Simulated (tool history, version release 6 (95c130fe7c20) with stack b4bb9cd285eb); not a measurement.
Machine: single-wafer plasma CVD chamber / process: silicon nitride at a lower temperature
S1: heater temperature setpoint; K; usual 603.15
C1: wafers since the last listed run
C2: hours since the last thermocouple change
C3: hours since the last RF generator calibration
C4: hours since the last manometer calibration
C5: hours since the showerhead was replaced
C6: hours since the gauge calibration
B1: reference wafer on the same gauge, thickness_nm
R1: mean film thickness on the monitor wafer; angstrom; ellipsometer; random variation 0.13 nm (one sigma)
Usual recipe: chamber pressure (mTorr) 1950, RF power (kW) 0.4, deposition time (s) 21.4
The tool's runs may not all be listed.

run 1 hour=0 | S1=603.15 chamber_pressure_(mTorr)=1950 RF_power_(kW)=0.4 deposition_time_(s)=21.4 | C1=0 C2=1898.3 C3=1679.5 C4=1622.9 C5=6297.7 C6=54.8 | B1=37.555 | R1=329.61
run 2 hour=61.9 | S1=603.15 chamber_pressure_(mTorr)=1950 RF_power_(kW)=0.4 deposition_time_(s)=21.4 | C1=2364 C2=1960.2 C3=1741.4 C4=1684.8 C5=6359.6 C6=116.7 | B1=37.617 | R1=329.98
run 3 hour=101.2 | S1=603.15 chamber_pressure_(mTorr)=1950 RF_power_(kW)=0.4 deposition_time_(s)=21.4 | C1=1500 C2=1999.5 C3=1780.7 C4=1724.1 C5=6398.9 C6=156 | B1=37.602 | R1=329.87
run 4 hour=132.5 | S1=603.15 chamber_pressure_(mTorr)=1950 RF_power_(kW)=0.4 deposition_time_(s)=21.4 | C1=1195 C2=2030.8 C3=1812 C4=1755.4 C5=6430.2 C6=187.3 | B1=37.602 | R1=326.83
run 5 hour=197.1 | S1=603.15 chamber_pressure_(mTorr)=1950 RF_power_(kW)=0.4 deposition_time_(s)=21.4 | C1=2467 C2=2095.4 C3=1876.6 C4=1820 C5=6494.8 C6=251.9 | B1=37.601 | R1=328.7
run 6 hour=258.6 | S1=603.15 chamber_pressure_(mTorr)=1950 RF_power_(kW)=0.4 deposition_time_(s)=21.4 | C1=2348 C2=2156.9 C3=1938.1 C4=1881.5 C5=6556.3 C6=313.4 | B1=37.609 | R1=329.15
run 7 hour=410.7 | S1=603.15 chamber_pressure_(mTorr)=1950 RF_power_(kW)=0.4 deposition_time_(s)=21.4 | C1=5808 C2=2309 C3=2090.2 C4=2033.6 C5=6708.4 C6=465.5 | B1=37.621 | R1=327.86
-- hour=452.6 thermocouple changed; heater temperature recalibrated
run 8 hour=460.8 | S1=603.15 chamber_pressure_(mTorr)=1950 RF_power_(kW)=0.45 deposition_time_(s)=21.4 | C1=1607 C2=8.2 C3=2140.3 C4=2083.7 C5=6758.5 C6=515.6 | B1=37.614 | R1=349.06
run 9 hour=507 | S1=603.15 chamber_pressure_(mTorr)=1950 RF_power_(kW)=0.45 deposition_time_(s)=21.4 | C1=1764 C2=54.4 C3=2186.5 C4=2129.9 C5=6804.7 C6=561.8 | B1=37.577 | R1=347.37
run 10 hour=577.2 | S1=603.15 chamber_pressure_(mTorr)=1950 RF_power_(kW)=0.4 deposition_time_(s)=21.4 | C1=2681 C2=124.6 C3=2256.7 C4=2200.1 C5=6874.9 C6=632 | B1=37.614 | R1=328.18
run 11 hour=606.1 | S1=603.15 chamber_pressure_(mTorr)=1950 RF_power_(kW)=0.4 deposition_time_(s)=21.4 | C1=1103 C2=153.5 C3=2285.6 C4=2229 C5=6903.8 C6=660.9 | B1=37.573 | R1=325.51
run 12 hour=652.8 | S1=603.15 chamber_pressure_(mTorr)=1950 RF_power_(kW)=0.4 deposition_time_(s)=21.4 | C1=1783 C2=200.2 C3=2332.3 C4=2275.7 C5=6950.5 C6=707.6 | B1=37.62 | R1=326.11
run 13 hour=682.4 | S1=596.15 chamber_pressure_(mTorr)=1950 RF_power_(kW)=0.4 deposition_time_(s)=20 | C1=1130 C2=229.8 C3=2361.9 C4=2305.3 C5=6980.1 C6=737.2 | B1=37.626 | R1=305.51
run 14 hour=733.4 | S1=603.15 chamber_pressure_(mTorr)=1950 RF_power_(kW)=0.4 deposition_time_(s)=21.4 | C1=1947 C2=280.8 C3=2412.9 C4=2356.3 C5=7031.1 C6=788.2 | B1=37.55 | R1=326.38
run 15 hour=797.2 | S1=596.15 chamber_pressure_(mTorr)=1760 RF_power_(kW)=0.35 deposition_time_(s)=23 | C1=2436 C2=344.6 C3=2476.7 C4=2420.1 C5=7094.9 C6=852 | B1=37.627 | R1=316.59
run 16 hour=836 | S1=603.15 chamber_pressure_(mTorr)=1950 RF_power_(kW)=0.4 deposition_time_(s)=21.4 | C1=1481 C2=383.4 C3=2515.5 C4=2458.9 C5=7133.7 C6=890.8 | B1=37.565 | R1=324.23
-- hour=841.7 gauge calibrated
-- hour=852.9 showerhead replaced
-- hour=863.2 capacitance manometer re-zeroed and calibrated
-- hour=873.7 RF generator calibrated
run 17 hour=874.2 | S1=603.15 chamber_pressure_(mTorr)=1950 RF_power_(kW)=0.4 deposition_time_(s)=23.4 | C1=542 C2=421.6 C3=0.5 C4=11 C5=21.3 C6=32.5 | B1=37.599 | R1=372.22
run 18 hour=931.7 | S1=603.15 chamber_pressure_(mTorr)=1950 RF_power_(kW)=0.4 deposition_time_(s)=21.4 | C1=2196 C2=479.1 C3=58 C4=68.5 C5=78.8 C6=90 | B1=37.645 | R1=342.45

Run 19 comes next. What will it give?
run 19 hour=998.9 | S1=588.15 chamber_pressure_(mTorr)=1530 RF_power_(kW)=0.4 deposition_time_(s)=21.4 | C1=2566 C2=546.3 C3=125.2 C4=135.7 C5=146 C6=157.2 | B1=? | R1=?

Run 19 yielded B1 37.627, R1 321.74 angstrom.
With the hidden condition absent and the run-to-run variation left alone, this run would have shown R1 322.41 angstrom.

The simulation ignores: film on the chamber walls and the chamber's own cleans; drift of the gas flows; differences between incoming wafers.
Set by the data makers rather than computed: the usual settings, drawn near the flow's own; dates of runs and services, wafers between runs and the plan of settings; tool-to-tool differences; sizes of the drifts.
